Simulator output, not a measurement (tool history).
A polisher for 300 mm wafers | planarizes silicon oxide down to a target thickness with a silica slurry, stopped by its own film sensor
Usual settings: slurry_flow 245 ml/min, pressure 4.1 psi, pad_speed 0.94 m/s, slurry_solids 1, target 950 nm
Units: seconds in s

run,day,slurry_flow,pressure,pad_speed,slurry_solids,target,wafers since the last listed run,wafers polished on this pad,hours since the slurry nozzle was cleaned,hours since the head pressure was calibrated,hours since the slurry blender was calibrated,hours since the conditioning disc was replaced,"incoming thickness of the incoming film, nm",seconds
1,0,245,4.1,0.94,1,950,0,2254,307.8,121.3,250,591.3,1319.2,176.4
2,2.638,190,4.1,0.82,1,950,306,2560,371.1,184.6,313.3,654.6,1324.4,201.4
3,5.55,245,4.1,1.08,1,950,338,2899,441,254.5,383.2,724.5,1348.1,172.8
# day 7.5: conditioning disc replaced and pad reconditioned
4,8.988,245,4.1,1.08,1,950,390,3289,523.5,337,465.7,35.7,1304.5,156.7
# day 10.421: worn pad replaced by a new one
5,12.471,245,3.3,0.94,1.1,950,385,238,607.1,420.6,549.3,119.3,1328.1,211.9
# day 13.112: slurry nozzle cleaned
6,14.958,245,4.1,0.94,1.05,950,284,522,44.3,480.3,609,179,1318.6,180
7,16.754,245,4.1,0.94,1.05,950,208,731,87.4,523.4,652.1,222.1,1315.2,179.3
8,18.388,215,2.8,0.94,1,864,189,921,126.6,562.6,691.3,261.3,1341.2,351
# day 19.421: slurry blender recalibrated
9,22.679,245,5.3,1.08,1,1039,489,1410,229.6,665.6,78.2,364.3,1329.3,94.3
# day 26.658: head pressure recalibrated
10,26.675,245,3.5,1.22,1,950,454,1865,325.5,0.4,174.1,460.2,1336.4,171.8
11,30.833,245,4.1,1.14,1,950,483,2349,425.3,100.2,273.9,560,1318.6,151.4
# day 32.55: conditioning disc replaced and pad reconditioned
12,32.879,210,4.1,1.24,1,897,228,2577,474.4,149.3,323,7.9,1338.7,181.1
# day 36.096: worn pad replaced by a new one
13,37.183,245,5.4,0.94,1,950,481,126,577.7,252.6,426.3,111.2,1342.7,154.5
# day 39.171: slurry nozzle cleaned
# day 43.667: slurry blender recalibrated
14,49.062,245,4.6,1.14,0.9,842,1366,1493,237.4,537.7,129.5,396.3,1324.6,190.3
15,52.054,295,4.1,0.94,1,1054,347,1841,309.2,609.5,201.3,468.1,1306,118.2
# day 54.492: head pressure recalibrated
# day 57.9: conditioning disc replaced and pad reconditioned
# day 64.612: slurry nozzle cleaned
16,65.008,245,4.1,0.94,1,950,1482,3323,9.5,252.4,512.2,170.6,1320.7,186.8
# day 65.942: worn pad replaced by a new one
17,67.7,245,4.1,1.24,1,1043,293,204,74.1,317,576.8,235.2,1353.1,129.1
18,70.138,245,4.1,0.62,1,950,283,487,132.6,375.5,635.3,293.7,1345.7,294
19,71.733,165,4.1,0.94,1.2,863,185,673,170.9,413.8,673.6,332,1347.7,229.4
# day 74.488: slurry blender recalibrated
20,78.588,190,4.1,0.82,1,950,787,1460,335.4,578.3,98.4,496.5,1320,195.6

The next listed run, before its measurement:
21,80.342,175,4.1,0.94,1,842,203,1664,377.5,620.4,140.5,538.6,1336.7,?

{"run 21": {"seconds": 240.6}}
Without the tool's hidden state the same run would have given seconds 230.1 s.

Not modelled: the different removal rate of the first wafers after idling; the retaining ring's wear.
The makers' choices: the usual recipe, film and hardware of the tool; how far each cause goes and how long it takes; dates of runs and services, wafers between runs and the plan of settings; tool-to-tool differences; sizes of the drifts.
